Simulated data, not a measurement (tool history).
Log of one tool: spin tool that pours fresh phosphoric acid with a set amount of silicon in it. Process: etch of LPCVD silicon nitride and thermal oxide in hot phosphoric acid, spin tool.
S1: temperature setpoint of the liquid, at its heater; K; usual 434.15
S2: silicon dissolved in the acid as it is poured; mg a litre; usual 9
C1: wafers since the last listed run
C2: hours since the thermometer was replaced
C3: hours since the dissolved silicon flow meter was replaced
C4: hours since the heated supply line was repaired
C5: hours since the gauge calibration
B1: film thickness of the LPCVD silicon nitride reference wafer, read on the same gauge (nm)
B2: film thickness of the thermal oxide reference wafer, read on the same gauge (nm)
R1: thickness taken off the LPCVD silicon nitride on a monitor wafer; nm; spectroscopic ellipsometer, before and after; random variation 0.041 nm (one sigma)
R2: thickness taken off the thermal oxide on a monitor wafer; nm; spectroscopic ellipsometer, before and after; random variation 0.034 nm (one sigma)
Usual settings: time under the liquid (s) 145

Run 1, hour 0: usual settings but S1 436.65 K; C1 0; C2 2009.4; C3 170.6; C4 3357.1; C5 1637.4; B1 40; B2 130.01. Result: R1 14.32 nm, R2 0.344 nm.
Run 2, hour 59.8: usual settings but S1 432.15 K, S2 3.5 mg a litre, time under the liquid (s) 70; C1 564; C2 2069.2; C3 230.4; C4 3416.9; C5 1697.2; B1 40.03; B2 130.015. Result: R1 5.96 nm, R2 0.165 nm.
At hour 102.9: thermometer replaced.
Run 3, hour 151.5: usual settings but time under the liquid (s) 90; C1 855; C2 48.6; C3 322.1; C4 3508.6; C5 1788.9; B1 40.01; B2 129.978. Result: R1 8.16 nm, R2 0.247 nm.
At hour 343: dissolved silicon flow meter replaced.
Run 4, hour 391.9: usual settings but S1 431.65 K, S2 11 mg a litre, time under the liquid (s) 60; C1 2258; C2 289; C3 48.9; C4 3749; C5 2029.3; B1 39.97; B2 130.022. Result: R1 5.03 nm, R2 0.105 nm.
At hour 445.2: heated supply line repaired.
Run 5, hour 473.8: usual settings but S1 432.65 K, S2 11.5 mg a litre, time under the liquid (s) 190; C1 763; C2 370.9; C3 130.8; C4 28.6; C5 2111.2; B1 39.96; B2 130.019. Result: R1 16.41 nm, R2 0.302 nm.
Run 6, hour 525.8: usual settings; C1 490; C2 422.9; C3 182.8; C4 80.6; C5 2163.2; B1 40.02; B2 130.009. Result: R1 13.17 nm, R2 0.361 nm.
Run 7, hour 600.7: usual settings; C1 706; C2 497.8; C3 257.7; C4 155.5; C5 2238.1; B1 40; B2 130.024. Result: R1 13.22 nm, R2 0.377 nm.
Run 8, hour 687.7: usual settings but S1 433.15 K; C1 820; C2 584.8; C3 344.7; C4 242.5; C5 2325.1; B1 39.98; B2 129.99. Result: R1 12.71 nm, R2 0.351 nm.
Run 9, hour 764.1: usual settings but S1 432.15 K; C1 720; C2 661.2; C3 421.1; C4 318.9; C5 2401.5; B1 40; B2 129.987. Result: R1 12.36 nm, R2 0.243 nm.
At hour 810.4: gauge calibrated.
Run 10, hour 830: usual settings but S1 436.65 K, S2 13 mg a litre, time under the liquid (s) 190; C1 621; C2 727.1; C3 487; C4 384.8; C5 19.6; B1 40; B2 130.003. Result: R1 18.86 nm, R2 0.482 nm.
Run 11, hour 885.5: usual settings but S1 432.15 K, S2 2 mg a litre; C1 523; C2 782.6; C3 542.5; C4 440.3; C5 75.1; B1 39.98; B2 130.021. Result: R1 12.29 nm, R2 0.396 nm.
At hour 887.2: dissolved silicon flow meter replaced.
Run 12, hour 939.1: usual settings but time under the liquid (s) 205; C1 496; C2 836.2; C3 51.9; C4 493.9; C5 128.7; B1 39.98; B2 129.985. Result: R1 18.66 nm, R2 0.478 nm.
Run 13, hour 979.3: usual settings; C1 379; C2 876.4; C3 92.1; C4 534.1; C5 168.9; B1 40.03; B2 129.993. Result: R1 13.18 nm, R2 0.398 nm.
Run 14, hour 1057.3: usual settings but S1 435.15 K, time under the liquid (s) 115; C1 735; C2 954.4; C3 170.1; C4 612.1; C5 246.9; B1 40.01; B2 130.006. Result: R1 10.79 nm, R2 0.322 nm.
Run 15, hour 1139: usual settings but S1 432.65 K, S2 6.5 mg a litre, time under the liquid (s) 85; C1 770; C2 1036.1; C3 251.8; C4 693.8; C5 328.6; B1 39.97; B2 130.012. Result: R1 7.33 nm, R2 0.188 nm.
Run 16, hour 1204.5: usual settings but S1 431.65 K, S2 13.5 mg a litre, time under the liquid (s) 70; C1 617; C2 1101.6; C3 317.3; C4 759.3; C5 394.1; B1 39.99; B2 130.023. Result: R1 5.84 nm, R2 0.126 nm.
Run 17, hour 1271.2: usual settings but S1 432.65 K; C1 629; C2 1168.3; C3 384; C4 826; C5 460.8; B1 40.01; B2 130.013. Result: R1 12.47 nm, R2 0.279 nm.
Run 18, hour 1332.4: usual settings but time under the liquid (s) 100; C1 577; C2 1229.5; C3 445.2; C4 887.2; C5 522; B1 39.96; B2 130.003. Result: R1 9.08 nm, R2 0.214 nm.
At hour 1367.7: dissolved silicon flow meter replaced.
Run 19, hour 1403.8: usual settings but time under the liquid (s) 80; C1 664; C2 1300.9; C3 36.1; C4 958.6; C5 593.4; B1 39.99; B2 129.99. Result: R1 7.26 nm, R2 0.217 nm.
Run 20, hour 1480.4: usual settings but S1 432.15 K, S2 4 mg a litre, time under the liquid (s) 120; C1 722; C2 1377.5; C3 112.7; C4 1035.2; C5 670; B1 40.01; B2 130.017. Result: R1 10.19 nm, R2 0.307 nm.
Run 21, hour 1540.7: usual settings but S2 15 mg a litre, time under the liquid (s) 175; C1 568; C2 1437.8; C3 173; C4 1095.5; C5 730.3; B1 40; B2 130.003. Result: R1 15.87 nm, R2 0.404 nm.

Forecast each of these 5 alternatives for the next run:
Run A, hour 1541.2: usual settings but S2 12.5 mg a litre; C1 4; C2 1438.3; C3 173.5; C4 1096; C5 730.8; B1 ?; B2 ?. Result: R1 ?, R2 ?.
Run B, hour 1541.2: usual settings but S1 433.15 K, time under the liquid (s) 90; C1 4; C2 1438.3; C3 173.5; C4 1096; C5 730.8; B1 ?; B2 ?. Result: R1 ?, R2 ?.
Run C, hour 1541.2: usual settings but S1 435.65 K, S2 13 mg a litre, time under the liquid (s) 185; C1 4; C2 1438.3; C3 173.5; C4 1096; C5 730.8; B1 ?; B2 ?. Result: R1 ?, R2 ?.
Run D, hour 1541.2: usual settings but S2 2.5 mg a litre; C1 4; C2 1438.3; C3 173.5; C4 1096; C5 730.8; B1 ?; B2 ?. Result: R1 ?, R2 ?.
Run E, hour 1541.2: usual settings but S2 6 mg a litre, time under the liquid (s) 60; C1 4; C2 1438.3; C3 173.5; C4 1096; C5 730.8; B1 ?; B2 ?. Result: R1 ?, R2 ?.

run     B1       B2     R1     R2
  A  39.98  129.999  13.21  0.314
  B  39.98  129.999   7.93  0.196
  C  39.98  129.999  17.71  0.442
  D  39.98  129.999  13.21  0.388
  E  39.98  129.999   5.46   0.15
Without the tool's hidden state the same runs would have given:
run     R1     R2
  A  13.21  0.314
  B   7.93  0.196
  C  17.71  0.442
  D  13.21  0.388
  E   5.46   0.15
